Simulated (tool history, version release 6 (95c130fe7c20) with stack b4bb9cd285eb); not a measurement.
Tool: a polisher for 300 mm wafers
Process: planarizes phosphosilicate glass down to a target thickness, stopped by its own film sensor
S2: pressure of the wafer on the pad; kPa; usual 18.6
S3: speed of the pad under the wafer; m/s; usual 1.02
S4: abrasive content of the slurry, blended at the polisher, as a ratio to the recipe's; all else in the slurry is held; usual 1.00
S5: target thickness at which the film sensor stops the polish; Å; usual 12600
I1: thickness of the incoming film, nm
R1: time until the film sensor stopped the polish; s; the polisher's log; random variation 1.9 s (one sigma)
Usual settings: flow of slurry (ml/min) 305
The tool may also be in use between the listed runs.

Run 1, day 0.000: usual settings but S2 14.5 kPa; I1 2094.2. Result: R1 185.6 s.
At day 0.000: conditioning disc replaced and pad reconditioned.
At day 1.042: worn pad replaced by a new one.
At day 1.617: slurry blender recalibrated.
Run 2, day 2.146: usual settings; I1 2086.7. Result: R1 144.2 s.
Run 3, day 3.875: usual settings; I1 2088.9. Result: R1 145.6 s.
At day 5.817: slurry nozzle cleaned.
Run 4, day 6.838: usual settings but S2 15.9 kPa; I1 2086.4. Result: R1 166.1 s.
Run 5, day 8.600: usual settings but S3 0.78 m/s; I1 2106.2. Result: R1 180.2 s.
At day 9.696: worn pad replaced by a new one.
Run 6, day 9.771: usual settings but S3 0.78 m/s; I1 2078.3. Result: R1 177.9 s.
At day 10.712: conditioning disc replaced and pad reconditioned.
Run 7, day 10.933: usual settings; I1 2051.2. Result: R1 134.2 s.
Run 8, day 13.929: usual settings; I1 2082.0. Result: R1 146.5 s.
Run 9, day 15.125: usual settings; I1 2083.0. Result: R1 142.3 s.
Run 10, day 17.083: usual settings but S4 1.25; I1 2081.2. Result: R1 129.8 s.
At day 19.008: worn pad replaced by a new one.
Run 11, day 19.029: usual settings but S4 1.25; I1 2046.6. Result: R1 125.4 s.
At day 19.275: slurry blender recalibrated.
Run 12, day 20.946: usual settings but S2 13.8 kPa, S3 1.36 m/s, S4 0.75; I1 2044.8. Result: R1 177.9 s.
At day 21.083: conditioning disc replaced and pad reconditioned.
At day 22.725: slurry nozzle cleaned.
Run 13, day 23.121: usual settings but S2 15.9 kPa; I1 2086.2. Result: R1 170.4 s.
Run 14, day 24.825: usual settings but flow of slurry (ml/min) 370, S3 1.28 m/s, S4 0.85; I1 2066.6. Result: R1 126.0 s.
At day 26.379: worn pad replaced by a new one.
Run 15, day 27.196: usual settings; I1 2060.1. Result: R1 139.2 s.
At day 27.854: head pressure recalibrated.
Run 16, day 28.717: usual settings but flow of slurry (ml/min) 245, S3 1.14 m/s, S5 14330 Å; I1 2053.1. Result: R1 103.1 s.
Run 17, day 31.288: usual settings; I1 2050.4. Result: R1 138.4 s.
At day 31.888: conditioning disc replaced and pad reconditioned.
At day 32.608: slurry blender recalibrated.
Run 18, day 33.054: usual settings but S4 1.25, S5 10730 Å; I1 2060.3. Result: R1 154.4 s.
Run 19, day 35.692: usual settings but S4 1.25, S5 10730 Å; I1 2050.2. Result: R1 156.2 s.
At day 35.938: worn pad replaced by a new one.
At day 37.279: slurry nozzle cleaned.
Run 20, day 38.421: usual settings but flow of slurry (ml/min) 245, S2 24.1 kPa, S4 1.10, S5 13530 Å; I1 2099.0. Result: R1 98.1 s.
Run 21, day 39.475: usual settings but S2 24.1 kPa, S3 0.82 m/s, S4 0.90; I1 2077.7. Result: R1 136.6 s.
Run 22, day 41.579: usual settings but flow of slurry (ml/min) 395, S2 15.9 kPa, S4 1.20, S5 9830 Å; I1 2042.2. Result: R1 197.9 s.

Forecast each of these 3 alternatives for the next run:
Run A, day 41.596: usual settings but S4 0.90; I1 2111.8. Result: R1 ?.
Run B, day 41.596: usual settings but flow of slurry (ml/min) 400, S2 16.5 kPa; I1 2111.8. Result: R1 ?.
Run C, day 41.596: usual settings but flow of slurry (ml/min) 340, S5 14790 Å; I1 2111.8. Result: R1 ?.

run     R1
  A  156.7
  B  163.5
  C  109.1
Without the tool's hidden state the same runs would have given:
run     R1
  A  156.7
  B  163.5
  C  109.1
